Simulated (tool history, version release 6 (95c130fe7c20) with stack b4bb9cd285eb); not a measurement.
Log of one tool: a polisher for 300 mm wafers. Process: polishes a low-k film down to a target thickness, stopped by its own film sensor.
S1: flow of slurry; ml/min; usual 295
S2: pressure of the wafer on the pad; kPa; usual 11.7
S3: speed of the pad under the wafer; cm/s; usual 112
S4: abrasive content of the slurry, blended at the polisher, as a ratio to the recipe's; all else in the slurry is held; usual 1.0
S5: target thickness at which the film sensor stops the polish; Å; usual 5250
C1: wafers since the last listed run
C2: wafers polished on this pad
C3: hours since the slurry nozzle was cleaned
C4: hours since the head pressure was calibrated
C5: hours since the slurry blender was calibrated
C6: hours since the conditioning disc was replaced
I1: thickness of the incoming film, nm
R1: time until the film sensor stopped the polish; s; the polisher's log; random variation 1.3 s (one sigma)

| run | day | S1 | S2 | S3 | S4 | S5 | C1 | C2 | C3 | C4 | C5 | C6 | I1 | R1 |
|---|---|---|---|---|---|---|---|---|---|---|---|---|---|---|
| 1 | 0.000 | 295 | 11.7 | 112 | 1.0 | 5230 | 0 | 714 | 202.4 | 844.5 | 300.8 | 127.5 | 545.6 | 73.2 |
|  | 0.225 | slurry nozzle cleaned |
| 2 | 0.379 | 295 | 11.7 | 112 | 1.0 | 5250 | 63 | 778 | 3.7 | 853.6 | 309.9 | 136.6 | 543.0 | 60.2 |
|  | 0.825 | worn pad replaced by a new one |
| 3 | 1.992 | 295 | 11.7 | 112 | 1.0 | 5250 | 273 | 220 | 42.4 | 892.3 | 348.6 | 175.3 | 549.9 | 82.8 |
| 4 | 2.308 | 295 | 11.7 | 112 | 1.0 | 5250 | 59 | 280 | 50.0 | 899.9 | 356.2 | 182.9 | 552.7 | 96.6 |
| 5 | 2.750 | 225 | 11.7 | 112 | 1.0 | 5250 | 83 | 364 | 60.6 | 910.5 | 366.8 | 193.5 | 555.3 | 111.7 |
| 6 | 3.292 | 225 | 11.7 | 112 | 1.0 | 5250 | 102 | 466 | 73.6 | 923.5 | 379.8 | 206.5 | 549.8 | 89.8 |
| 7 | 3.562 | 225 | 11.7 | 112 | 1.0 | 5250 | 51 | 517 | 80.1 | 930.0 | 386.3 | 213.0 | 546.5 | 79.7 |
| 8 | 3.908 | 295 | 11.7 | 112 | 0.9 | 5250 | 65 | 583 | 88.4 | 938.3 | 394.6 | 221.3 | 554.7 | 118.5 |
|  | 3.996 | head pressure recalibrated |
|  | 4.292 | slurry blender recalibrated |
|  | 4.504 | conditioning disc replaced and pad reconditioned |
| 9 | 4.525 | 295 | 11.7 | 112 | 0.9 | 5250 | 69 | 652 | 103.2 | 12.7 | 5.6 | 0.5 | 554.0 | 93.5 |
| 10 | 5.092 | 295 | 11.7 | 112 | 1.0 | 5250 | 107 | 760 | 116.8 | 26.3 | 19.2 | 14.1 | 553.4 | 82.7 |
|  | 5.312 | worn pad replaced by a new one |
| 11 | 5.754 | 295 | 11.7 | 112 | 1.0 | 5250 | 93 | 83 | 132.7 | 42.2 | 35.1 | 30.0 | 552.1 | 81.8 |
| 12 | 6.017 | 295 | 11.7 | 112 | 1.0 | 5250 | 49 | 133 | 139.0 | 48.5 | 41.4 | 36.3 | 552.4 | 83.1 |
| 13 | 6.683 | 295 | 8.3 | 112 | 1.0 | 5200 | 126 | 259 | 155.0 | 64.5 | 57.4 | 52.3 | 549.5 | 106.1 |
| 14 | 7.225 | 295 | 11.7 | 112 | 1.0 | 5250 | 102 | 361 | 168.0 | 77.5 | 70.4 | 65.3 | 557.0 | 95.8 |
| 15 | 7.962 | 295 | 14.5 | 76 | 1.0 | 5200 | 139 | 501 | 185.7 | 95.2 | 88.1 | 83.0 | 544.0 | 84.1 |
| 16 | 8.696 | 295 | 11.7 | 78 | 0.8 | 5250 | 138 | 640 | 203.3 | 112.8 | 105.7 | 100.6 | 546.6 | 102.1 |
|  | 9.304 | slurry nozzle cleaned |
| 17 | 9.429 | 255 | 15.2 | 112 | 0.8 | 5320 | 130 | 771 | 3.0 | 130.4 | 123.3 | 118.2 | 546.1 | 43.5 |
|  | 10.175 | worn pad replaced by a new one |
| 18 | 10.196 | 295 | 11.7 | 112 | 1.0 | 5250 | 113 | 3 | 21.4 | 148.8 | 141.7 | 136.6 | 546.4 | 65.8 |
| 19 | 10.788 | 295 | 10.3 | 112 | 1.0 | 5220 | 112 | 115 | 35.6 | 163.0 | 155.9 | 150.8 | 556.4 | 112.8 |
| 20 | 11.217 | 295 | 10.3 | 88 | 1.0 | 5230 | 81 | 196 | 45.9 | 173.3 | 166.2 | 161.1 | 548.4 | 100.9 |
| 21 | 12.138 | 360 | 11.7 | 112 | 1.0 | 5250 | 174 | 371 | 68.0 | 195.4 | 188.3 | 183.2 | 556.3 | 93.5 |
| 22 | 12.504 | 385 | 8.3 | 124 | 0.8 | 5250 | 69 | 440 | 76.8 | 204.2 | 197.1 | 192.0 | 539.9 | 61.5 |

Forecast each of these 4 alternatives for the next run:
| A | 12.521 | 295 | 11.7 | 112 | 1.0 | 5250 | 3 | 443 | 77.2 | 204.6 | 197.5 | 192.4 | 554.3 | ? |
| B | 12.521 | 220 | 11.7 | 112 | 1.2 | 5250 | 3 | 443 | 77.2 | 204.6 | 197.5 | 192.4 | 554.3 | ? |
| C | 12.521 | 375 | 13.8 | 112 | 1.0 | 5170 | 3 | 443 | 77.2 | 204.6 | 197.5 | 192.4 | 554.3 | ? |
| D | 12.521 | 380 | 11.7 | 112 | 1.0 | 5220 | 3 | 443 | 77.2 | 204.6 | 197.5 | 192.4 | 554.3 | ? |

| run | R1 |
|---|---|
| A | 88.9 |
| B | 82.4 |
| C | 100.0 |
| D | 95.9 |
Without the tool's hidden state the same runs would have given:
| run | R1 |
|---|---|
| A | 85.6 |
| B | 79.8 |
| C | 96.2 |
| D | 92.4 |
